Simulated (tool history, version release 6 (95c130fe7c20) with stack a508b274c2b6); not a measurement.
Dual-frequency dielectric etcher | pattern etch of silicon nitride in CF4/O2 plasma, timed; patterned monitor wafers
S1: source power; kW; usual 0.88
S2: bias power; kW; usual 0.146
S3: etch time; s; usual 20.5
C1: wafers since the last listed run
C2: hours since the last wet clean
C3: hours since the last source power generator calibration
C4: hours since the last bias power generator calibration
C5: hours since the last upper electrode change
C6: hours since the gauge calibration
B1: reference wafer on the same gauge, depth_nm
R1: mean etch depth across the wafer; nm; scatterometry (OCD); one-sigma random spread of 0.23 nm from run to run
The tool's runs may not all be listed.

run,hour,S1,S2,S3,C1,C2,C3,C4,C5,C6,B1,R1
1,0,0.88,0.146,20.5,0,394.4,1580.7,2231.3,4848.8,282.3,73.4,61.7
2,49.8,1.04,0.146,20.5,619,444.2,1630.5,2281.1,4898.6,332.1,73.4,74.4
# hour 74.4: wet clean of the chamber
3,95.1,1.04,0.146,20.5,265,20.7,1675.8,2326.4,4943.9,377.4,73.4,74.3
4,139.2,1.04,0.146,20.5,548,64.8,1719.9,2370.5,4988,421.5,73.4,74.4
5,210.3,0.88,0.146,20.5,885,135.9,1791,2441.6,5059.1,492.6,73.4,62
6,258.9,0.88,0.146,20.5,604,184.5,1839.6,2490.2,5107.7,541.2,73.4,62.3
7,296.5,0.88,0.146,20.5,468,222.1,1877.2,2527.8,5145.3,578.8,73.3,62.3
8,360,0.82,0.146,20.5,790,285.6,1940.7,2591.3,5208.8,642.3,73.4,58.1
9,401.9,0.71,0.146,20.5,521,327.5,1982.6,2633.2,5250.7,684.2,73.4,49.6
# hour 410.9: gauge calibrated
# hour 422.7: bias power generator calibrated
10,427.1,0.88,0.126,20.5,263,352.7,2007.8,4.4,5275.9,16.2,73.3,57.5
# hour 453.9: upper electrode replaced
11,495.1,0.88,0.126,20.5,547,420.7,2075.8,72.4,41.2,84.2,73.4,56.9
12,533.1,0.88,0.146,18.5,473,458.7,2113.8,110.4,79.2,122.2,73.4,56.3
13,587.5,0.88,0.146,18.5,677,513.1,2168.2,164.8,133.6,176.6,73.4,56
# hour 613.4: wet clean of the chamber
14,647,0.71,0.177,25,441,33.6,2227.7,224.3,193.1,236.1,73.4,67.2
# hour 660.1: source power generator calibrated
15,680.7,0.78,0.146,20.5,369,67.3,20.6,258,226.8,269.8,73.4,54.7
16,745.3,1.04,0.146,20.5,804,131.9,85.2,322.6,291.4,334.4,73.4,74.8
17,809.2,0.88,0.146,20.5,795,195.8,149.1,386.5,355.3,398.3,73.4,62.8
18,858.8,0.94,0.111,25.5,617,245.4,198.7,436.1,404.9,447.9,73.4,70.6
19,884.6,0.67,0.113,23,321,271.2,224.5,461.9,430.7,473.7,73.5,44.2
20,931.5,0.88,0.146,20.5,583,318.1,271.4,508.8,477.6,520.6,73.4,62.2
21,979.8,0.94,0.146,20.5,601,366.4,319.7,557.1,525.9,568.9,73.4,66.5
22,1043.4,0.88,0.146,17,791,430,383.3,620.7,589.5,632.5,73.4,51.6
# hour 1083.1: wet clean of the chamber
23,1089.2,0.88,0.146,20.5,271,6.1,429.1,666.5,635.3,678.3,73.4,61.9
24,1142.9,0.88,0.146,25,668,59.8,482.8,720.2,689,732,73.5,76.6
# hour 1156.6: gauge calibrated
25,1202.6,0.88,0.146,20.5,743,119.5,542.5,779.9,748.7,46,73.4,62.2
26,1274.3,0.78,0.146,26,892,191.2,614.2,851.6,820.4,117.7,73.3,69.7
27,1337.9,0.76,0.131,20.5,791,254.8,677.8,915.2,884,181.3,73.5,49.8

Each row is a separate what-if for the run after 27, all from the same tool condition, not one after another. Results?
A,1338.3,0.88,0.146,20.5,4,255.2,678.2,915.6,884.4,181.7,?,?
B,1338.3,0.69,0.116,17,4,255.2,678.2,915.6,884.4,181.7,?,?
C,1338.3,0.97,0.146,18,4,255.2,678.2,915.6,884.4,181.7,?,?
D,1338.3,0.88,0.159,14.5,4,255.2,678.2,915.6,884.4,181.7,?,?

run,B1,R1
A,73.3,62.1
B,73.3,34.5
C,73.3,60.4
D,73.3,46
Take away the tool's hidden state, keep each run's random variation, and the runs would have read:
run,R1
A,62.1
B,34.5
C,60.4
D,46

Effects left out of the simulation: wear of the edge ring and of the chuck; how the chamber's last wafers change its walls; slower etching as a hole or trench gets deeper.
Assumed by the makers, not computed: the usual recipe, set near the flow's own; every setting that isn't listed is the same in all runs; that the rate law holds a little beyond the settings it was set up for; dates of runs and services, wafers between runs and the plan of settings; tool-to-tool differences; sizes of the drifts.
